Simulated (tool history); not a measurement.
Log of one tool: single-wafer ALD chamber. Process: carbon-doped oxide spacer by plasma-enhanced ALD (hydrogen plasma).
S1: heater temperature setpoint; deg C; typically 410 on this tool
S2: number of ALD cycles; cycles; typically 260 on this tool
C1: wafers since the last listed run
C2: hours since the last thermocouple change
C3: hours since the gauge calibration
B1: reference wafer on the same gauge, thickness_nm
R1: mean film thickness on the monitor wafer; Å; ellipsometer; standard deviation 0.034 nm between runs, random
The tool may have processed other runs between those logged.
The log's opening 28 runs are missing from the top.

run	hour	S1	S2	C1	C2	C3	B1	R1
# hour 749.6: thermocouple changed; heater temperature recalibrated
29	755.4	400	260	39	5.8	591.4	12.101	128.22
30	769.7	410	228	28	20.1	605.7	12.101	108.65
31	786.4	410	232	32	36.8	622.4	12.101	110.52
32	811.6	421	228	49	62.0	647.6	12.096	103.87
33	839.1	410	260	53	89.5	675.1	12.094	124.09
34	858.8	399	227	38	109.2	694.8	12.098	112.23
35	883.7	414	278	48	134.1	719.7	12.103	130.69
# hour 889.0: gauge calibrated
36	900.4	423	236	32	150.8	11.4	12.105	107.81
37	923.4	410	260	45	173.8	34.4	12.102	124.88
38	1001.3	399	260	152	251.7	112.3	12.093	129.45
# hour 1014.1: thermocouple changed; heater temperature recalibrated, repeated, since the last time left the tool worse
39	1023.2	406	260	27	9.1	134.2	12.100	129.56
40	1048.3	404	312	49	34.2	159.3	12.104	156.71
41	1068.3	410	232	39	54.2	179.3	12.103	113.99
42	1093.3	410	260	49	79.2	204.3	12.101	127.97
43	1112.9	410	279	38	98.8	223.9	12.100	137.48
44	1148.1	420	281	69	134.0	259.1	12.098	132.64
45	1169.9	410	232	42	155.8	280.9	12.104	113.86

What if the next run were any one of these 3? Each begins from the tool's condition after run 45:
A	1170.7	410	260	1	156.6	281.7	?	?
B	1170.7	416	310	1	156.6	281.7	?	?
C	1170.7	422	288	1	156.6	281.7	?	?

run	B1	R1
A	12.098	127.49
B	12.098	148.81
C	12.098	135.27
What these runs would have given with no unlogged condition in the tool:
run	R1
A	126.89
B	148.09
C	134.61
